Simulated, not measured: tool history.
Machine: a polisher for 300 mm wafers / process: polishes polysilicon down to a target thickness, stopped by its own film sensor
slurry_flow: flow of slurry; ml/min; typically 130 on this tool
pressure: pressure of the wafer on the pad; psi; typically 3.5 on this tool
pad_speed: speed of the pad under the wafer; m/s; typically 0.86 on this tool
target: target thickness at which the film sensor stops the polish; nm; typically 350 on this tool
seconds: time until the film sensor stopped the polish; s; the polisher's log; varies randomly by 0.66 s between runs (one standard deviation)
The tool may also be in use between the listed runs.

run,hour,slurry_flow,pressure,pad_speed,target,wafers since the last listed run,wafers polished on this pad,hours since the slurry nozzle was cleaned,hours since the head pressure was calibrated,"incoming thickness of the incoming film, nm",seconds
1,0.0,130,3.5,0.86,350,0,1220,400.6,175.1,827.7,67.5
2,71.7,130,3.5,0.86,350,532,1752,472.3,246.8,842.4,68.8
# hour 91.5: slurry nozzle cleaned
# hour 117.7: worn pad replaced by a new one
3,141.3,130,3.5,0.86,350,479,175,49.8,316.4,838.8,65.3
4,208.2,130,2.6,0.86,389,496,671,116.7,383.3,856.0,78.2
5,243.9,130,2.6,0.86,389,264,936,152.4,419.0,838.9,74.7
6,283.2,130,3.5,0.86,350,291,1227,191.7,458.3,845.3,66.6
7,340.7,130,3.5,0.86,350,426,1654,249.2,515.8,840.3,66.9
# hour 371.8: worn pad replaced by a new one
8,381.6,130,3.5,0.86,350,273,72,290.1,556.7,842.4,68.4
9,420.6,130,3.5,0.86,350,289,362,329.1,595.7,856.8,70.0
10,480.8,130,3.5,0.86,350,446,808,389.3,655.9,826.7,66.2
# hour 500.4: slurry nozzle cleaned
11,544.6,130,3.5,0.86,350,465,1274,44.2,719.7,854.5,67.0
12,606.1,130,2.9,0.80,350,456,1731,105.7,781.2,842.2,82.8
13,656.7,130,2.4,0.86,206,375,2106,156.3,831.8,835.0,109.7
# hour 660.8: worn pad replaced by a new one
# hour 664.9: head pressure recalibrated
14,684.8,105,2.5,0.86,490,163,163,184.4,19.9,830.4,61.7
15,750.0,130,3.5,0.86,350,483,647,249.6,85.1,835.9,66.3
16,778.9,130,3.0,1.14,420,214,861,278.5,114.0,838.1,49.1
17,836.8,130,3.5,0.86,350,429,1291,336.4,171.9,840.5,67.9
18,888.9,130,4.6,1.12,350,386,1677,388.5,224.0,836.3,42.0
19,913.1,145,3.5,0.86,492,179,1857,412.7,248.2,847.5,47.8
# hour 945.8: worn pad replaced by a new one
20,984.8,105,2.3,1.14,202,502,289,484.4,319.9,840.2,95.5
# hour 987.5: slurry nozzle cleaned
21,1052.0,130,3.5,0.86,350,491,780,64.5,387.1,843.5,65.6
22,1091.0,130,3.5,0.74,350,289,1070,103.5,426.1,845.1,78.1
23,1155.5,150,4.1,1.14,350,478,1548,168.0,490.6,836.7,43.3
# hour 1172.2: worn pad replaced by a new one
24,1244.2,100,3.5,1.02,238,628,534,256.7,579.3,828.0,71.3
25,1272.6,130,3.5,1.00,470,210,744,285.1,607.7,829.6,42.4

Forecast each of these 5 alternatives for the next run:
A,1273.0,130,3.5,0.98,350,2,747,285.5,608.1,846.7,?
B,1273.0,175,3.5,0.86,488,2,747,285.5,608.1,846.7,?
C,1273.0,130,3.5,0.86,268,2,747,285.5,608.1,846.7,?
D,1273.0,150,2.7,0.86,350,2,747,285.5,608.1,846.7,?
E,1273.0,110,4.5,1.06,228,2,747,285.5,608.1,846.7,?

run,seconds
A,59.4
B,46.5
C,78.9
D,79.8
E,58.2
Take away the tool's hidden state, keep each run's random variation, and the runs would have read:
run,seconds
A,57.5
B,45.2
C,76.3
D,77.4
E,56.0

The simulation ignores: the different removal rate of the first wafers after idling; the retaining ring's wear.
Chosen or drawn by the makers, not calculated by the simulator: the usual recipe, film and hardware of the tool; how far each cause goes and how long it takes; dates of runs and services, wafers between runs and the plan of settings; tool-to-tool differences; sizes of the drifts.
